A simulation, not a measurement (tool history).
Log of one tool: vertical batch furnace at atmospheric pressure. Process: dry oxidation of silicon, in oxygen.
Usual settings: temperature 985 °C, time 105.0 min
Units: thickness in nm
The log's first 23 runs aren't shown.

| run | hour | temperature | time | read-back reference wafer on the same gauge, thickness | thickness |
|---|---|---|---|---|---|
| 24 | 1089.6 | 962 | 105.0 | 60.93 | 47.30 |
| 25 | 1127.9 | 1009 | 129.0 | 60.93 | 78.91 |
| 26 | 1225.9 | 985 | 142.5 | 60.85 | 68.27 |
| 27 | 1250.9 | 974 | 105.0 | 60.90 | 51.09 |
|  | 1285.8 | gauge calibrated |
| 28 | 1311.9 | 985 | 77.0 | 63.29 | 47.38 |
| 29 | 1372.8 | 968 | 157.5 | 62.92 | 65.89 |
| 30 | 1480.0 | 985 | 105.0 | 62.39 | 57.02 |
|  | 1504.7 | boat lift adjusted |
| 31 | 1543.0 | 992 | 153.0 | 62.11 | 77.57 |
| 32 | 1599.9 | 1009 | 129.0 | 61.84 | 79.59 |
| 33 | 1668.1 | 985 | 147.5 | 61.66 | 70.08 |
| 34 | 1725.6 | 985 | 147.5 | 61.54 | 70.62 |
| 35 | 1761.5 | 1005 | 105.0 | 61.34 | 67.47 |
| 36 | 1803.8 | 977 | 87.5 | 61.36 | 46.08 |
| 37 | 1841.0 | 985 | 77.0 | 61.23 | 45.77 |
| 38 | 1894.2 | 985 | 105.0 | 61.19 | 56.31 |
| 39 | 1950.2 | 962 | 129.0 | 61.01 | 54.12 |
| 40 | 1992.6 | 985 | 105.0 | 61.04 | 55.74 |

Forecast each of these 3 alternatives for the next run:
| A | 1998.3 | 985 | 124.5 | ? | ? |
| B | 1998.3 | 985 | 138.0 | ? | ? |
| C | 1998.3 | 985 | 139.5 | ? | ? |

| run | read-back reference wafer on the same gauge, thickness | thickness |
|---|---|---|
| A | 61.06 | 62.17 |
| B | 61.06 | 66.66 |
| C | 61.06 | 67.16 |
Without the tool's hidden state the same runs would have given:
| run | thickness |
|---|---|
| A | 64.81 |
| B | 69.49 |
| C | 70.01 |
